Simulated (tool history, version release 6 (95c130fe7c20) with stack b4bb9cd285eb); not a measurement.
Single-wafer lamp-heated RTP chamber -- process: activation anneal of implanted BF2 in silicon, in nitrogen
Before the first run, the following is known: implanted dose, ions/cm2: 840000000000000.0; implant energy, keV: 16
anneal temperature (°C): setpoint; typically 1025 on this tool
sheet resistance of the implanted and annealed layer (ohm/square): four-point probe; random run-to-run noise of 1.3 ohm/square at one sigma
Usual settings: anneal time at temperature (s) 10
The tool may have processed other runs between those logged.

run,hour,anneal temperature (°C),anneal time at temperature (s),wafers since the last listed run,wafers since the last pyrometer calibration,wafers since the reflector plate was cleaned,hours since the gauge calibration,"read-back reference wafer on the same gauge, sheet resistance",sheet resistance of the implanted and annealed layer (ohm/square)
1,0.0,1007,10,0,3166,8668,932.4,185.02,244.75
2,106.8,1007,10,2078,5245,10746,1039.2,184.75,241.10
# hour 148.7: reflector plate cleaned
3,170.8,1007,10,1090,6335,429,1103.2,184.88,252.83
4,240.7,1025,13,1360,7695,1789,1173.1,185.54,218.68
5,332.9,1015,10,1794,9490,3584,1265.3,185.19,235.77
6,398.7,1015,10,1280,10771,4865,1331.1,184.93,234.43
# hour 418.3: pyrometer window cleaned and pyrometer calibrated
7,444.0,1025,10,726,501,5591,1376.4,185.05,223.92
8,549.5,1025,12,2053,2554,7644,1481.9,185.18,214.91
9,618.3,1025,12,1339,3893,8984,1550.7,184.95,216.92
10,695.0,1025,12,1492,5386,10476,1627.4,185.05,212.34
11,778.5,1025,10,1625,7012,12102,1710.9,185.12,220.55
12,844.5,1025,10,1284,8296,13386,1776.9,184.66,219.51
# hour 875.4: reflector plate cleaned
13,891.2,1025,10,753,9049,307,1823.6,184.95,228.90
# hour 932.3: pyrometer window cleaned and pyrometer calibrated
14,932.8,1025,10,654,8,961,1865.2,185.18,230.79
15,1026.6,1043,10,1825,1834,2787,1959.0,185.25,203.66
16,1073.9,1043,10,920,2755,3708,2006.3,184.77,202.42
17,1249.5,1043,10,3417,6173,7126,2181.9,184.60,201.25
18,1332.1,1025,10,1607,7781,8734,2264.5,185.33,220.19
# hour 1344.0: gauge calibrated
19,1383.7,1025,10,1004,8785,9738,39.7,184.54,219.48
# hour 1448.5: pyrometer window cleaned and pyrometer calibrated
20,1472.1,1048,10,1564,459,11303,128.1,185.01,197.31
# hour 1484.2: reflector plate cleaned
21,1577.0,1040,14,1886,2345,1805,233.0,184.66,201.77
22,1661.6,1025,10,1646,3992,3452,317.6,184.80,224.26
23,1724.8,1009,13,1230,5222,4682,380.8,185.22,236.91
24,1818.2,1025,10,1817,7040,6500,474.2,184.80,223.81
25,1879.9,1005,10,1200,8241,7701,535.9,185.06,247.61
26,1966.6,1047,6,1687,9929,9389,622.6,184.80,212.30
27,2026.0,1025,14,1156,11085,10545,682.0,184.66,212.50
# hour 2069.4: reflector plate cleaned
# hour 2071.0: pyrometer window cleaned and pyrometer calibrated
28,2083.3,1042,7,928,238,238,739.3,184.84,217.61
29,2183.7,1034,13,1954,2192,2192,839.7,185.41,207.52
30,2290.9,1038,8,2086,4279,4279,946.9,184.88,212.37
31,2362.4,998,10,1391,5671,5671,1018.4,185.31,256.24
32,2438.8,1041,13,1487,7158,7158,1094.8,185.03,197.77
33,2506.3,1050,10,1313,8472,8472,1162.3,184.40,197.64
34,2604.1,1025,10,1903,10375,10375,1260.1,184.91,218.91
# hour 2635.5: pyrometer window cleaned and pyrometer calibrated
35,2680.0,1014,6,1321,865,11697,1336.0,184.99,249.00
# hour 2758.9: reflector plate cleaned
36,2767.3,1049,12,1543,2409,162,1423.3,185.20,198.05

Each row is a separate what-if for the run after 36, all from the same tool condition, not one after another. Results?
A,2767.7,1025,15,7,2416,170,1423.7,?,?
B,2767.7,1050,14,7,2416,170,1423.7,?,?
C,2767.7,996,8,7,2416,170,1423.7,?,?

run,"read-back reference wafer on the same gauge, sheet resistance",sheet resistance of the implanted and annealed layer (ohm/square)
A,185.16,216.49
B,185.16,193.62
C,185.16,275.51
The same runs, with their run-to-run variation unchanged, on a tool lacking any hidden condition would have given:
run,sheet resistance of the implanted and annealed layer (ohm/square)
A,217.17
B,194.10
C,276.46

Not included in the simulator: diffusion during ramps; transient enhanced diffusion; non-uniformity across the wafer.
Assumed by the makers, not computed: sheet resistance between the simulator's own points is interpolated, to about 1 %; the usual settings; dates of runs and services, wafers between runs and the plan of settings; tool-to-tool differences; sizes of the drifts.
